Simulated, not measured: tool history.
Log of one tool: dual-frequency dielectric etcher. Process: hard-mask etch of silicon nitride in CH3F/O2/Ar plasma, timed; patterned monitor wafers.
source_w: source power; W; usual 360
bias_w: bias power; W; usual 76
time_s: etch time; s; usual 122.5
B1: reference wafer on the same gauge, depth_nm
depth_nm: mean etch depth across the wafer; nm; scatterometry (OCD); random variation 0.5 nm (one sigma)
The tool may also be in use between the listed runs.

Run 1, day 0: usual settings; B1 66.6. Result: depth_nm 81.9 nm.
Run 2, day 1.521: usual settings; B1 66.4. Result: depth_nm 83.3 nm.
At day 2.525: wet clean of the chamber.
Run 3, day 3.354: usual settings; B1 66.6. Result: depth_nm 80.4 nm.
Run 4, day 7.154: usual settings; B1 66.5. Result: depth_nm 82 nm.
Run 5, day 11.617: usual settings; B1 66.5. Result: depth_nm 82.4 nm.
Run 6, day 14.012: usual settings; B1 66.4. Result: depth_nm 81.8 nm.
Run 7, day 15.829: usual settings; B1 66.5. Result: depth_nm 82.6 nm.
Run 8, day 19.621: usual settings; B1 66.5. Result: depth_nm 84.4 nm.
At day 21.425: wet clean of the chamber.
Run 9, day 23.192: usual settings; B1 66.5. Result: depth_nm 80 nm.
Run 10, day 27.679: usual settings; B1 66.4. Result: depth_nm 80.8 nm.
At day 30.45: bias power generator calibrated.
Run 11, day 31.567: usual settings; B1 66.4. Result: depth_nm 82.1 nm.
At day 42.038: wet clean of the chamber.
Run 12, day 42.058: usual settings; B1 66.5. Result: depth_nm 80.4 nm.
Run 13, day 43.304: usual settings; B1 66.6. Result: depth_nm 78.8 nm.
Run 14, day 46.496: usual settings; B1 66.5. Result: depth_nm 80.4 nm.
Run 15, day 49.542: usual settings but bias_w 94 W; B1 66.4. Result: depth_nm 85.2 nm.
At day 53.046: gauge calibrated.
Run 16, day 53.746: usual settings but bias_w 65 W; B1 66.5. Result: depth_nm 79.4 nm.
Run 17, day 55.392: usual settings but bias_w 62 W; B1 66.5. Result: depth_nm 79.4 nm.
Run 18, day 58.488: usual settings but source_w 400 W, bias_w 67 W, time_s 107 s; B1 66.6. Result: depth_nm 74.1 nm.
Run 19, day 60.383: usual settings; B1 66.6. Result: depth_nm 83.5 nm.
Run 20, day 62.138: usual settings but time_s 99.5 s; B1 66.5. Result: depth_nm 67.6 nm.
At day 64.062: source power generator calibrated.
Run 21, day 64.508: usual settings but time_s 100 s; B1 66.5. Result: depth_nm 68.4 nm.
At day 65.904: wet clean of the chamber.
Run 22, day 67.096: usual settings but source_w 430 W, bias_w 93 W, time_s 98.5 s; B1 66.6. Result: depth_nm 71.8 nm.

Forecast run 23:
Run 23, day 69.875: usual settings but source_w 310 W, bias_w 68 W; B1 ?. Result: depth_nm ?.

Run 23 gave B1 66.5, depth_nm 72.3 nm.
Without the tool's hidden state the same run would have given depth_nm 72.4 nm.
